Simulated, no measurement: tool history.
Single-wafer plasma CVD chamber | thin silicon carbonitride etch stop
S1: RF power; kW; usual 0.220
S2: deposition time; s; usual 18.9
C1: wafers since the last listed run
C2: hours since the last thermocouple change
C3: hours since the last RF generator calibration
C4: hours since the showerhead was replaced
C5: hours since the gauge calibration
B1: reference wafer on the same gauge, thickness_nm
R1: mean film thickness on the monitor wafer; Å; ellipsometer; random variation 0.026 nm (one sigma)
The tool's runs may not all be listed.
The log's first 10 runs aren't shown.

run	hour	S1	S2	C1	C2	C3	C4	C5	B1	R1
11	556.2	0.250	21.9	2716	572.5	1741.7	190.9	2426.1	10.401	134.11
# hour 612.4: gauge calibrated
12	616.8	0.245	18.9	1336	633.1	1802.3	251.5	4.4	10.400	114.87
13	676.9	0.220	18.9	1324	693.2	1862.4	311.6	64.5	10.401	111.95
14	719.5	0.220	16.2	939	735.8	1905.0	354.2	107.1	10.402	95.53
15	766.7	0.175	21.6	1040	783.0	1952.2	401.4	154.3	10.402	118.31
16	807.5	0.220	18.9	899	823.8	1993.0	442.2	195.1	10.398	111.22
17	852.0	0.220	22.4	981	868.3	2037.5	486.7	239.6	10.401	131.98
18	886.4	0.235	15.2	758	902.7	2071.9	521.1	274.0	10.397	91.21
19	935.3	0.180	18.9	1078	951.6	2120.8	570.0	322.9	10.404	104.11
20	977.1	0.220	18.9	921	993.4	2162.6	611.8	364.7	10.402	110.98
# hour 992.6: thermocouple changed; heater temperature recalibrated
21	1042.8	0.185	18.9	1272	50.2	2228.3	677.5	430.4	10.399	105.07
22	1076.1	0.200	18.9	734	83.5	2261.6	710.8	463.7	10.401	108.32
23	1102.9	0.195	16.5	590	110.3	2288.4	737.6	490.5	10.398	93.05
24	1138.8	0.200	16.1	791	146.2	2324.3	773.5	526.4	10.400	92.02
25	1167.5	0.220	22.5	632	174.9	2353.0	802.2	555.1	10.404	132.53
# hour 1179.5: RF generator calibrated
26	1234.3	0.200	21.4	1296	241.7	54.8	869.0	621.9	10.400	124.65
27	1450.3	0.220	17.8	4762	457.7	270.8	1085.0	837.9	10.396	106.93
28	1507.1	0.220	20.7	1252	514.5	327.6	1141.8	894.7	10.398	123.41
29	1554.7	0.240	17.0	1049	562.1	375.2	1189.4	942.3	10.399	104.32
30	1612.4	0.220	16.5	1272	619.8	432.9	1247.1	1000.0	10.399	98.54
31	1663.8	0.260	17.8	1133	671.2	484.3	1298.5	1051.4	10.403	112.04
32	1753.6	0.185	17.8	1979	761.0	574.1	1388.3	1141.2	10.405	100.13
33	1820.2	0.255	18.9	1468	827.6	640.7	1454.9	1207.8	10.394	117.92
34	1844.5	0.205	21.4	535	851.9	665.0	1479.2	1232.1	10.403	124.40
35	2046.2	0.245	20.3	4446	1053.6	866.7	1680.9	1433.8	10.400	124.13

Forecast each of these 4 alternatives for the next run:
A	2046.6	0.220	18.9	8	1054.0	867.1	1681.3	1434.2	?	?
B	2046.6	0.190	20.0	8	1054.0	867.1	1681.3	1434.2	?	?
C	2046.6	0.260	18.9	8	1054.0	867.1	1681.3	1434.2	?	?
D	2046.6	0.180	21.0	8	1054.0	867.1	1681.3	1434.2	?	?

run	B1	R1
A	10.400	111.96
B	10.400	112.95
C	10.400	118.14
D	10.400	116.51
Without the tool's hidden state the same runs would have given:
run	R1
A	114.30
B	115.32
C	120.62
D	118.95

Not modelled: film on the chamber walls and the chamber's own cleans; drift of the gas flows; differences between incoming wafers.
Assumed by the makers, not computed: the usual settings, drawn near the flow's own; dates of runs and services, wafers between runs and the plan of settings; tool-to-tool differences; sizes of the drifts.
